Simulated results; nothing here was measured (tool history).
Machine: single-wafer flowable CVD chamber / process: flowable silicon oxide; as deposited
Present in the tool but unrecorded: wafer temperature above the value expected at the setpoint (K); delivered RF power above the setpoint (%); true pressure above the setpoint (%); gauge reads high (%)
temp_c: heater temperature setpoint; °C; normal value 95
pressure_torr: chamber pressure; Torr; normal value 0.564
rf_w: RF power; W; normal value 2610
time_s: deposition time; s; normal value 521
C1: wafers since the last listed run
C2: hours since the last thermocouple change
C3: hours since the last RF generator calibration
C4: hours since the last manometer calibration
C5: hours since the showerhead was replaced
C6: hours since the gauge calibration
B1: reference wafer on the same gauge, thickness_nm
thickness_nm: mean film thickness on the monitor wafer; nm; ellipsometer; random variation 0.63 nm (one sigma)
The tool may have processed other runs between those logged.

{"run": 1, "hour": 0.0, "temp_c": 95, "pressure_torr": 0.656, "rf_w": 2610, "time_s": 583, "C1": 0, "C2": 1632.1, "C3": 742.5, "C4": 1958.8, "C5": 2362.9, "C6": 511.8, "B1": 224.032, "thickness_nm": 326.568}
{"run": 2, "hour": 105.9, "temp_c": 95, "pressure_torr": 0.564, "rf_w": 2610, "time_s": 521, "C1": 378, "C2": 1738, "C3": 848.4, "C4": 2064.7, "C5": 2468.8, "C6": 617.7, "B1": 224.016, "thickness_nm": 252.053}
{"run": 3, "hour": 189.5, "temp_c": 95, "pressure_torr": 0.564, "rf_w": 2215, "time_s": 475, "C1": 298, "C2": 1821.6, "C3": 932, "C4": 2148.3, "C5": 2552.4, "C6": 701.3, "B1": 224.039, "thickness_nm": 225.611}
{"run": 4, "hour": 251.7, "temp_c": 95, "pressure_torr": 0.564, "rf_w": 2610, "time_s": 521, "C1": 222, "C2": 1883.8, "C3": 994.2, "C4": 2210.5, "C5": 2614.6, "C6": 763.5, "B1": 224.111, "thickness_nm": 253.3}
{"run": 5, "hour": 321.2, "temp_c": 95, "pressure_torr": 0.564, "rf_w": 2610, "time_s": 521, "C1": 248, "C2": 1953.3, "C3": 1063.7, "C4": 2280, "C5": 2684.1, "C6": 833, "B1": 224.165, "thickness_nm": 252.923}
{"run": 6, "hour": 424.4, "temp_c": 95, "pressure_torr": 0.564, "rf_w": 2610, "time_s": 521, "C1": 368, "C2": 2056.5, "C3": 1166.9, "C4": 2383.2, "C5": 2787.3, "C6": 936.2, "B1": 223.969, "thickness_nm": 253.345}
{"run": 7, "hour": 468.1, "temp_c": 95, "pressure_torr": 0.564, "rf_w": 2610, "time_s": 521, "C1": 156, "C2": 2100.2, "C3": 1210.6, "C4": 2426.9, "C5": 2831, "C6": 979.9, "B1": 223.856, "thickness_nm": 254.788}
{"run": 8, "hour": 506.7, "temp_c": 95, "pressure_torr": 0.564, "rf_w": 2610, "time_s": 521, "C1": 137, "C2": 2138.8, "C3": 1249.2, "C4": 2465.5, "C5": 2869.6, "C6": 1018.5, "B1": 224.081, "thickness_nm": 255.773}
{"run": 9, "hour": 574.7, "temp_c": 95, "pressure_torr": 0.564, "rf_w": 2610, "time_s": 521, "C1": 243, "C2": 2206.8, "C3": 1317.2, "C4": 2533.5, "C5": 2937.6, "C6": 1086.5, "B1": 224.24, "thickness_nm": 255.018}
{"hour": 607.8, "done": "capacitance manometer re-zeroed and calibrated"}
{"run": 10, "hour": 678.1, "temp_c": 95, "pressure_torr": 0.564, "rf_w": 2610, "time_s": 521, "C1": 340, "C2": 2310.2, "C3": 1420.6, "C4": 70.3, "C5": 3041, "C6": 1189.9, "B1": 223.965, "thickness_nm": 244.759}
{"run": 11, "hour": 783.3, "temp_c": 95, "pressure_torr": 0.428, "rf_w": 2365, "time_s": 521, "C1": 375, "C2": 2415.4, "C3": 1525.8, "C4": 175.5, "C5": 3146.2, "C6": 1295.1, "B1": 223.83, "thickness_nm": 185.021}
{"hour": 794.1, "done": "showerhead replaced"}
{"run": 12, "hour": 836.4, "temp_c": 91, "pressure_torr": 0.564, "rf_w": 2610, "time_s": 459, "C1": 161, "C2": 2468.5, "C3": 1578.9, "C4": 228.6, "C5": 42.3, "C6": 1348.2, "B1": 224.068, "thickness_nm": 250.289}
{"hour": 857.4, "done": "thermocouple changed; heater temperature recalibrated"}
{"run": 13, "hour": 923.0, "temp_c": 102, "pressure_torr": 0.564, "rf_w": 2610, "time_s": 521, "C1": 280, "C2": 65.6, "C3": 1665.5, "C4": 315.2, "C5": 128.9, "C6": 1434.8, "B1": 224.096, "thickness_nm": 186.92}
{"run": 14, "hour": 1001.8, "temp_c": 95, "pressure_torr": 0.482, "rf_w": 2380, "time_s": 456, "C1": 281, "C2": 144.4, "C3": 1744.3, "C4": 394, "C5": 207.7, "C6": 1513.6, "B1": 224.054, "thickness_nm": 181.138}
{"hour": 1020.9, "done": "gauge calibrated"}
{"run": 15, "hour": 1042.6, "temp_c": 95, "pressure_torr": 0.564, "rf_w": 2610, "time_s": 521, "C1": 145, "C2": 185.2, "C3": 1785.1, "C4": 434.8, "C5": 248.5, "C6": 21.7, "B1": 224.002, "thickness_nm": 243.431}
{"hour": 1093.9, "done": "RF generator calibrated"}
{"run": 16, "hour": 1347.5, "temp_c": 81, "pressure_torr": 0.601, "rf_w": 2610, "time_s": 603, "C1": 1061, "C2": 490.1, "C3": 253.6, "C4": 739.7, "C5": 553.4, "C6": 326.6, "B1": 223.924, "thickness_nm": 498.314}
{"run": 17, "hour": 1394.7, "temp_c": 95, "pressure_torr": 0.428, "rf_w": 2365, "time_s": 521, "C1": 168, "C2": 537.3, "C3": 300.8, "C4": 786.9, "C5": 600.6, "C6": 373.8, "B1": 224.165, "thickness_nm": 187.387}
{"run": 18, "hour": 1438.1, "temp_c": 101, "pressure_torr": 0.644, "rf_w": 2990, "time_s": 562, "C1": 155, "C2": 580.7, "C3": 344.2, "C4": 830.3, "C5": 644, "C6": 417.2, "B1": 224.02, "thickness_nm": 245.969}
{"run": 19, "hour": 1476.2, "temp_c": 95, "pressure_torr": 0.429, "rf_w": 2470, "time_s": 521, "C1": 136, "C2": 618.8, "C3": 382.3, "C4": 868.4, "C5": 682.1, "C6": 455.3, "B1": 223.903, "thickness_nm": 188.453}
{"run": 20, "hour": 1541.0, "temp_c": 95, "pressure_torr": 0.564, "rf_w": 2610, "time_s": 521, "C1": 231, "C2": 683.6, "C3": 447.1, "C4": 933.2, "C5": 746.9, "C6": 520.1, "B1": 223.842, "thickness_nm": 247.051}
{"run": 21, "hour": 1580.8, "temp_c": 95, "pressure_torr": 0.564, "rf_w": 2610, "time_s": 521, "C1": 142, "C2": 723.4, "C3": 486.9, "C4": 973, "C5": 786.7, "C6": 559.9, "B1": 223.719, "thickness_nm": 248.174}

Take each entry between the runs: how does the hidden state at the last listed run before it differ from the hidden state at the first listed run after it?
Logged between run 9 and run 10: capacitance manometer re-zeroed and calibrated (hour 607.8)
  delivered RF power above the setpoint (%): -6.37 -> -6.85; true pressure above the setpoint (%): 4.88 -> 0.52
  measured value less the no-hidden-state value, thickness_nm: +9.708 -> -1.161 nm
Logged between run 11 and run 12: showerhead replaced (hour 794.1)
  delivered RF power above the setpoint (%): -7.35 -> -7.6; true pressure above the setpoint (%): 0.541 -> 0.56
  measured value less the no-hidden-state value, thickness_nm: -0.987 -> -1.377 nm
Logged between run 12 and run 13: thermocouple changed; heater temperature recalibrated (hour 857.4)
  delivered RF power above the setpoint (%): -7.6 -> -8.01; true pressure above the setpoint (%): 0.56 -> 0.599
  measured value less the no-hidden-state value, thickness_nm: -1.377 -> -1.073 nm
Logged between run 14 and run 15: gauge calibrated (hour 1020.9)
  delivered RF power above the setpoint (%): -8.39 -> -8.58; true pressure above the setpoint (%): 0.646 -> 0.675
  measured value less the no-hidden-state value, thickness_nm: -1.133 -> -1.428 nm
Logged between run 15 and run 16: RF generator calibrated (hour 1093.9)
  delivered RF power above the setpoint (%): -8.58 -> -1.27; true pressure above the setpoint (%): 0.675 -> 0.976
  measured value less the no-hidden-state value, thickness_nm: -1.428 -> +4.019 nm

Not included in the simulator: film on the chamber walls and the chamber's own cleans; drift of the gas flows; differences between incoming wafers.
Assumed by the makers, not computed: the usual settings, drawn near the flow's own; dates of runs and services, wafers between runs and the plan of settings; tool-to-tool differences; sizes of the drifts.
